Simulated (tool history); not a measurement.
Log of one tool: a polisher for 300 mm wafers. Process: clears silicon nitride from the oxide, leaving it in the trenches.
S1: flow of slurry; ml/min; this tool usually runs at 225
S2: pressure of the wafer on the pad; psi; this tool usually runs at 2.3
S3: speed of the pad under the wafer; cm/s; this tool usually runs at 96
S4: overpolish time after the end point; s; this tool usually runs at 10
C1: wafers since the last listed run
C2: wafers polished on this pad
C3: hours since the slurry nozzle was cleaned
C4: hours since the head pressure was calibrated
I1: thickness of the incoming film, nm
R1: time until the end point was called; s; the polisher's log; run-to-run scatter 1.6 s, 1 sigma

run,hour,S1,S2,S3,S4,C1,C2,C3,C4,I1,R1
1,0,225,2.3,96,10,0,702,249,285.3,99.3,142
# hour 36.9: slurry nozzle cleaned
2,61.5,225,2.3,96,10,447,1150,24.6,346.8,99.5,145.3
3,131.8,225,2.3,96,10,519,1669,94.9,417.1,99.2,145.2
# hour 146: worn pad replaced by a new one
4,187.8,225,2.3,96,10,384,308,150.9,473.1,100.9,133.6
5,244.7,225,2.3,96,10,420,729,207.8,530,101.3,139.6
6,286.6,225,2.3,110,7,309,1039,249.7,571.9,101.1,127.7
7,318.1,225,2.3,110,7,232,1272,281.2,603.4,98.8,131.2
8,352.7,225,2.3,96,10,255,1528,315.8,638,99.9,145.4
9,381.3,225,2.3,96,10,211,1739,344.4,666.6,99.7,145.3
# hour 382.9: slurry nozzle cleaned
# hour 393.2: worn pad replaced by a new one
10,412.2,225,2.3,110,10,191,140,29.3,697.5,99.6,117.4
# hour 417.3: head pressure recalibrated
11,479.5,225,2.3,110,10,482,623,96.6,62.2,99.2,128
12,544.5,225,2.3,96,10,480,1103,161.6,127.2,100,142.8
13,603.6,145,2.3,96,14,437,1540,220.7,186.3,98.3,148.7
# hour 626: worn pad replaced by a new one
14,644,305,2.7,96,16,269,133,261.1,226.7,99.7,110.8
15,700.6,225,3,96,10,418,552,317.7,283.3,99.5,104.6
16,729.7,225,2.3,96,10,215,767,346.8,312.4,99.2,137.4
# hour 745: slurry nozzle cleaned
17,777.6,225,2.3,82,13,346,1114,32.6,360.3,100.6,158.6
18,820.4,225,2.3,96,10,316,1430,75.4,403.1,100.7,142.8
# hour 846.3: worn pad replaced by a new one
19,863.1,225,2.9,86,10,286,123,118.1,445.8,99.6,111.3
20,919.9,225,2.3,96,10,420,544,174.9,502.6,99.8,140.2
21,975.7,195,1.9,66,4,412,956,230.7,558.4,98.6,219.8
22,1024.8,225,2.3,88,10,363,1319,279.8,607.5,100.4,154.4
# hour 1057.3: worn pad replaced by a new one
23,1073.9,150,2.1,104,6,333,122,328.9,656.6,100.4,142.3
# hour 1082.5: head pressure recalibrated
# hour 1110.8: slurry nozzle cleaned
24,1114.8,225,2.3,96,10,280,403,4,32.3,99,132.5

4 ways to go on from here, each from the tool as it stands after run 24. What would each give?
A,1115.3,225,2.3,114,10,3,406,4.5,32.8,101.4,?
B,1115.3,225,2.3,66,10,3,406,4.5,32.8,101.4,?
C,1115.3,175,2.9,96,10,3,406,4.5,32.8,101.4,?
D,1115.3,205,2.3,96,10,3,406,4.5,32.8,101.4,?

run,R1
A,122.7
B,177.4
C,114.2
D,140.5
What these runs would have given with no unlogged condition in the tool:
run,R1
A,114.1
B,164.9
C,106.2
D,130.6
